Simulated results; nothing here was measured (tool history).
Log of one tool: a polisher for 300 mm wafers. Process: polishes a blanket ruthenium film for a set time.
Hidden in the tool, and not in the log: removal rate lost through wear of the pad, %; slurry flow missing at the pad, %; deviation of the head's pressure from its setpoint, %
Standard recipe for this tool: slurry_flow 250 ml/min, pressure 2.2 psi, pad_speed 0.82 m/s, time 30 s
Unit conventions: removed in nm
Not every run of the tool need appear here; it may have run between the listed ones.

run   hour  slurry_flow  pressure  pad_speed  time  wafers since the last listed run  wafers polished on this pad  hours since the slurry nozzle was cleaned  hours since the head pressure was calibrated  incoming thickness of the incoming film, nm  removed
  1      0          315       2.2       0.82    30                                 0                         1369                                      455.7                                         737.7                                        326.7     29.3
  2   20.2          315       2.2       0.82    30                               220                         1590                                      475.9                                         757.9                                        319.4     28.9
  3   40.8          250       2.2       0.82    30                               225                         1815                                      496.5                                         778.5                                        315.1       28
  4   54.8          250       2.2       0.82    30                               153                         1968                                      510.5                                         792.5                                        322.4     28.3
      59.4  -- worn pad replaced by a new one
  5   89.2          250       2.2       0.82    30                               332                          325                                      544.9                                         826.9                                        325.1     28.5
  6  120.1          250       1.9       0.82    30                               337                          663                                      575.8                                         857.8                                        321.7     24.6
  7  138.9          250       1.9       0.82    30                               205                          869                                      594.6                                         876.6                                        325.7     24.4
  8  154.5          250       1.9       0.82    30                               170                         1039                                      610.2                                         892.2                                        314.5     24.4
  9  167.6          250       2.2       0.82    30                               143                         1182                                      623.3                                         905.3                                        316.6     28.6
 10    200          250       2.2       0.82    30                               354                         1537                                      655.7                                         937.7                                        317.4     28.4
 11  220.5          250       2.2       0.82    30                               224                         1761                                      676.2                                         958.2                                        320.5     28.2
 12  239.5          250       2.2       0.82    26                               207                         1969                                      695.2                                         977.2                                        317.2     24.7
 13  266.1          250       2.2       0.82    30                               290                         2259                                      721.8                                        1003.8                                          317     28.4
     277.2  -- worn pad replaced by a new one
 14  284.3          250       2.2       0.82    30                               155                           78                                        740                                          1022                                        319.5     28.3
 15  300.5          250       1.7       0.82    27                               177                          255                                      756.2                                        1038.2                                        321.5     19.6
     333.2  -- slurry nozzle cleaned
 16  392.7          250       1.7       0.82    27                               997                         1252                                       59.5                                        1130.4                                        322.9     19.6
 17  418.1          250       2.2       0.74    20                               277                         1530                                       84.9                                        1155.8                                        323.1     17.2
 18  446.8          250       2.2       0.82    30                               313                         1843                                      113.6                                        1184.5                                        316.5     28.4
 19  472.4          250       2.2       0.82    30                               279                         2123                                      139.2                                        1210.1                                        322.8     28.5
 20  499.9          250       1.5       0.82    30                               300                         2424                                      166.7                                        1237.6                                        327.1     19.3
       506  -- worn pad replaced by a new one
 21  531.3          165       1.9       0.82    35                               299                          276                                      198.1                                          1269                                        315.4     27.3
 22  565.9          165       1.4       0.82    34                               378                          654                                      232.7                                        1303.6                                        320.9     19.3

What will run 23 give?
       596  -- head pressure recalibrated
 23  600.6          250       2.2       0.82    30                               357                         1011                                      267.4                                           4.6                                        317.5        ?

removed: 27.3 nm
Take away the tool's hidden state, keep the run-to-run variation as it was, and the same run would have given removed 27.2 nm.
